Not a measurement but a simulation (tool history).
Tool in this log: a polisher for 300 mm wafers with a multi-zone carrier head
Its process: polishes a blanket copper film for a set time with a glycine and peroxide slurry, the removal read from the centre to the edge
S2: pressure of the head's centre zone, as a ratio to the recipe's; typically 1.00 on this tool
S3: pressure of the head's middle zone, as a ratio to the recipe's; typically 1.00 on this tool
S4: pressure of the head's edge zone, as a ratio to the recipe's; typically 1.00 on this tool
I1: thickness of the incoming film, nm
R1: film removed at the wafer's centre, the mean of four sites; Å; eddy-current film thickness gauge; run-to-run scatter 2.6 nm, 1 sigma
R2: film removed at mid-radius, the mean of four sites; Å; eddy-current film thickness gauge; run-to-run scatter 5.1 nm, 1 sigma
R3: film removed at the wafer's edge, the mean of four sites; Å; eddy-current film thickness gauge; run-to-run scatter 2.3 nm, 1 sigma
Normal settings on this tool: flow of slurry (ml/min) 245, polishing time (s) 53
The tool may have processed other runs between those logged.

run 1 day=0.000 | flow_of_slurry_(ml/min)=245 S2=0.96 S3=1.00 S4=0.92 polishing_time_(s)=53 | I1=2083.6 | R1=3850 R2=3945 R3=3618
run 2 day=0.275 | flow_of_slurry_(ml/min)=245 S2=1.07 S3=1.00 S4=1.00 polishing_time_(s)=53 | I1=2085.0 | R1=4150 R2=3895 R3=3794
-- day=0.521 carrier head's membrane replaced by a new one
run 3 day=0.662 | flow_of_slurry_(ml/min)=225 S2=1.00 S3=1.00 S4=1.00 polishing_time_(s)=53 | I1=2044.6 | R1=3900 R2=3864 R3=3742
run 4 day=1.408 | flow_of_slurry_(ml/min)=225 S2=1.00 S3=1.00 S4=1.00 polishing_time_(s)=53 | I1=2076.2 | R1=3896 R2=3822 R3=3758
run 5 day=2.021 | flow_of_slurry_(ml/min)=225 S2=1.00 S3=1.00 S4=1.00 polishing_time_(s)=53 | I1=2100.9 | R1=3862 R2=3849 R3=3742
run 6 day=2.338 | flow_of_slurry_(ml/min)=245 S2=1.00 S3=1.00 S4=1.00 polishing_time_(s)=53 | I1=2041.8 | R1=3901 R2=3876 R3=3720
run 7 day=2.733 | flow_of_slurry_(ml/min)=290 S2=1.09 S3=1.00 S4=1.00 polishing_time_(s)=53 | I1=2046.0 | R1=4357 R2=3938 R3=3871
-- day=2.808 slurry nozzle cleaned
run 8 day=3.262 | flow_of_slurry_(ml/min)=300 S2=1.03 S3=1.00 S4=1.10 polishing_time_(s)=35 | I1=2089.2 | R1=2731 R2=2610 R3=2656
-- day=3.579 edge zone pressure recalibrated
-- day=3.808 worn pad replaced by a new one
run 9 day=3.988 | flow_of_slurry_(ml/min)=245 S2=1.00 S3=1.00 S4=1.00 polishing_time_(s)=53 | I1=2051.3 | R1=3947 R2=3867 R3=3782
run 10 day=4.271 | flow_of_slurry_(ml/min)=245 S2=1.08 S3=1.00 S4=1.00 polishing_time_(s)=53 | I1=2066.3 | R1=4235 R2=3838 R3=3765
run 11 day=4.988 | flow_of_slurry_(ml/min)=245 S2=1.06 S3=1.00 S4=1.09 polishing_time_(s)=53 | I1=2054.5 | R1=4108 R2=3914 R3=3921
run 12 day=7.208 | flow_of_slurry_(ml/min)=245 S2=1.00 S3=0.91 S4=1.00 polishing_time_(s)=53 | I1=2028.3 | R1=3972 R2=3621 R3=3787
run 13 day=7.625 | flow_of_slurry_(ml/min)=280 S2=1.00 S3=1.00 S4=1.00 polishing_time_(s)=53 | I1=2074.7 | R1=4029 R2=3927 R3=3816
-- day=8.067 centre zone pressure recalibrated
run 14 day=8.229 | flow_of_slurry_(ml/min)=245 S2=1.00 S3=1.00 S4=1.00 polishing_time_(s)=53 | I1=2070.4 | R1=3942 R2=3860 R3=3815
run 15 day=8.838 | flow_of_slurry_(ml/min)=245 S2=1.00 S3=1.00 S4=0.93 polishing_time_(s)=53 | I1=2057.2 | R1=3995 R2=3955 R3=3639
run 16 day=9.292 | flow_of_slurry_(ml/min)=245 S2=0.91 S3=0.93 S4=1.00 polishing_time_(s)=67 | I1=2061.7 | R1=4622 R2=4621 R3=4775
run 17 day=9.621 | flow_of_slurry_(ml/min)=245 S2=1.00 S3=1.07 S4=1.00 polishing_time_(s)=66 | I1=2060.1 | R1=4946 R2=5028 R3=4716
run 18 day=10.183 | flow_of_slurry_(ml/min)=245 S2=0.90 S3=1.00 S4=0.89 polishing_time_(s)=53 | I1=2089.6 | R1=3621 R2=3891 R3=3606
run 19 day=10.788 | flow_of_slurry_(ml/min)=295 S2=0.93 S3=1.04 S4=0.90 polishing_time_(s)=53 | I1=2091.3 | R1=3758 R2=4220 R3=3669
run 20 day=11.133 | flow_of_slurry_(ml/min)=245 S2=1.00 S3=1.00 S4=1.00 polishing_time_(s)=53 | I1=2063.8 | R1=3941 R2=3829 R3=3765
run 21 day=11.408 | flow_of_slurry_(ml/min)=190 S2=1.12 S3=1.03 S4=1.06 polishing_time_(s)=53 | I1=2044.3 | R1=4169 R2=3808 R3=3772

Predict each of these 5 candidate next runs independently; none follows another, all start after run 21:
run A day=11.425 | flow_of_slurry_(ml/min)=245 S2=1.00 S3=1.00 S4=1.00 polishing_time_(s)=53 | I1=2085.8 | R1=? R2=? R3=?
run B day=11.425 | flow_of_slurry_(ml/min)=245 S2=1.04 S3=0.90 S4=1.00 polishing_time_(s)=39 | I1=2085.8 | R1=? R2=? R3=?
run C day=11.425 | flow_of_slurry_(ml/min)=185 S2=1.09 S3=1.05 S4=1.00 polishing_time_(s)=53 | I1=2085.8 | R1=? R2=? R3=?
run D day=11.425 | flow_of_slurry_(ml/min)=190 S2=1.11 S3=1.11 S4=1.00 polishing_time_(s)=45 | I1=2085.8 | R1=? R2=? R3=?
run E day=11.425 | flow_of_slurry_(ml/min)=190 S2=1.00 S3=1.00 S4=0.89 polishing_time_(s)=53 | I1=2085.8 | R1=? R2=? R3=?

run=A R1=3929 R2=3879 R3=3809
run=B R1=2985 R2=2643 R3=2806
run=C R1=4023 R2=3850 R3=3685
run=D R1=3489 R2=3425 R3=3138
run=E R1=3763 R2=3732 R3=3504
What these runs would have given with no unlogged condition in the tool:
run=A R1=3929 R2=3879 R3=3809
run=B R1=2985 R2=2643 R3=2806
run=C R1=4023 R2=3850 R3=3685
run=D R1=3489 R2=3425 R3=3138
run=E R1=3763 R2=3732 R3=3504
